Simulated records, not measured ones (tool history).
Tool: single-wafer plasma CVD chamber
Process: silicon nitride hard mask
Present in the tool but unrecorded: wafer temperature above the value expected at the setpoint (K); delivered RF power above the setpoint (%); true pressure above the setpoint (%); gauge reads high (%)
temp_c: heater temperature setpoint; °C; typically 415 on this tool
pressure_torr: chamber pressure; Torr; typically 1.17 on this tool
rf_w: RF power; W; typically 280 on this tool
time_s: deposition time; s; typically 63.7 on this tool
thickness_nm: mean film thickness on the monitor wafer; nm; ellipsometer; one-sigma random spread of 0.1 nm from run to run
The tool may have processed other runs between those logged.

run,hour,temp_c,pressure_torr,rf_w,time_s,wafers since the last listed run,hours since the last thermocouple change,hours since the last RF generator calibration,hours since the last manometer calibration,hours since the showerhead was replaced,hours since the gauge calibration,"read-back reference wafer on the same gauge, thickness_nm",thickness_nm
1,0.0,415,1.17,320,63.7,0,2643.6,746.0,2912.4,7998.6,179.3,62.082,70.509
2,14.3,415,1.17,280,63.7,277,2657.9,760.3,2926.7,8012.9,193.6,62.106,65.127
3,23.8,415,1.17,280,63.7,184,2667.4,769.8,2936.2,8022.4,203.1,62.134,65.154
4,34.5,415,1.17,280,63.7,207,2678.1,780.5,2946.9,8033.1,213.8,62.121,65.188
5,50.3,415,1.17,280,63.7,306,2693.9,796.3,2962.7,8048.9,229.6,62.067,64.999
6,58.2,415,1.17,280,63.7,153,2701.8,804.2,2970.6,8056.8,237.5,62.088,65.051
7,75.2,415,1.17,280,63.7,330,2718.8,821.2,2987.6,8073.8,254.5,62.094,64.847
8,92.9,415,1.17,280,63.7,343,2736.5,838.9,3005.3,8091.5,272.2,62.084,65.022
# hour 115.7: thermocouple changed; heater temperature recalibrated
9,116.2,415,1.17,280,63.7,297,0.5,862.2,3028.6,8114.8,295.5,62.127,64.794
10,120.4,415,1.17,280,63.7,81,4.7,866.4,3032.8,8119.0,299.7,62.140,64.776
# hour 133.2: showerhead replaced
# hour 141.8: RF generator calibrated
11,142.3,415,1.17,280,63.7,114,26.6,0.5,3054.7,9.1,321.6,62.131,66.765
# hour 152.7: capacitance manometer re-zeroed and calibrated
12,153.3,415,1.17,280,63.7,58,37.6,11.5,0.6,20.1,332.6,62.052,66.944
13,162.5,415,1.17,280,63.7,178,46.8,20.7,9.8,29.3,341.8,62.080,66.820
14,172.0,415,1.17,280,63.7,184,56.3,30.2,19.3,38.8,351.3,62.123,66.890
# hour 177.7: gauge calibrated
15,185.5,425,1.17,280,63.7,262,69.8,43.7,32.8,52.3,7.8,62.076,66.499
16,200.6,427,1.44,315,60.2,293,84.9,58.8,47.9,67.4,22.9,62.133,71.786
17,218.3,420,1.17,265,63.7,343,102.6,76.5,65.6,85.1,40.6,62.126,64.548
18,226.1,408,1.17,265,56.2,151,110.4,84.3,73.4,92.9,48.4,62.071,57.176
19,237.0,415,1.17,280,75.1,211,121.3,95.2,84.3,103.8,59.3,62.122,78.555
20,250.2,405,1.17,280,63.7,256,134.5,108.4,97.5,117.0,72.5,62.091,67.078
21,257.7,415,1.17,280,63.7,145,142.0,115.9,105.0,124.5,80.0,62.133,66.522
22,267.8,424,1.17,230,63.7,196,152.1,126.0,115.1,134.6,90.1,62.066,58.987
23,285.5,415,1.17,280,63.7,343,169.8,143.7,132.8,152.3,107.8,62.089,66.638
24,302.3,406,1.17,280,63.7,326,186.6,160.5,149.6,169.1,124.6,62.135,66.821
25,319.5,408,0.95,320,63.7,333,203.8,177.7,166.8,186.3,141.8,62.140,66.800
26,333.1,410,0.94,280,63.7,264,217.4,191.3,180.4,199.9,155.4,62.080,61.439
27,343.4,415,1.17,280,63.7,199,227.7,201.6,190.7,210.2,165.7,62.120,66.353
28,354.1,404,1.17,280,59.8,207,238.4,212.3,201.4,220.9,176.4,62.078,62.560

Each row is a separate what-if for the run after 28, all from the same tool condition, not one after another. Results?
A,354.5,415,1.17,280,63.7,7,238.8,212.7,201.8,221.3,176.8,?,?
B,354.5,415,1.17,280,54.1,7,238.8,212.7,201.8,221.3,176.8,?,?
C,354.5,402,1.02,250,67.9,7,238.8,212.7,201.8,221.3,176.8,?,?
D,354.5,415,1.17,245,63.7,7,238.8,212.7,201.8,221.3,176.8,?,?

run,"read-back reference wafer on the same gauge, thickness_nm",thickness_nm
A,62.103,66.447
B,62.103,56.449
C,62.103,63.502
D,62.103,61.463
Without the tool's unlogged condition, the same runs would have read:
run,thickness_nm
A,66.924
B,56.854
C,63.976
D,61.921

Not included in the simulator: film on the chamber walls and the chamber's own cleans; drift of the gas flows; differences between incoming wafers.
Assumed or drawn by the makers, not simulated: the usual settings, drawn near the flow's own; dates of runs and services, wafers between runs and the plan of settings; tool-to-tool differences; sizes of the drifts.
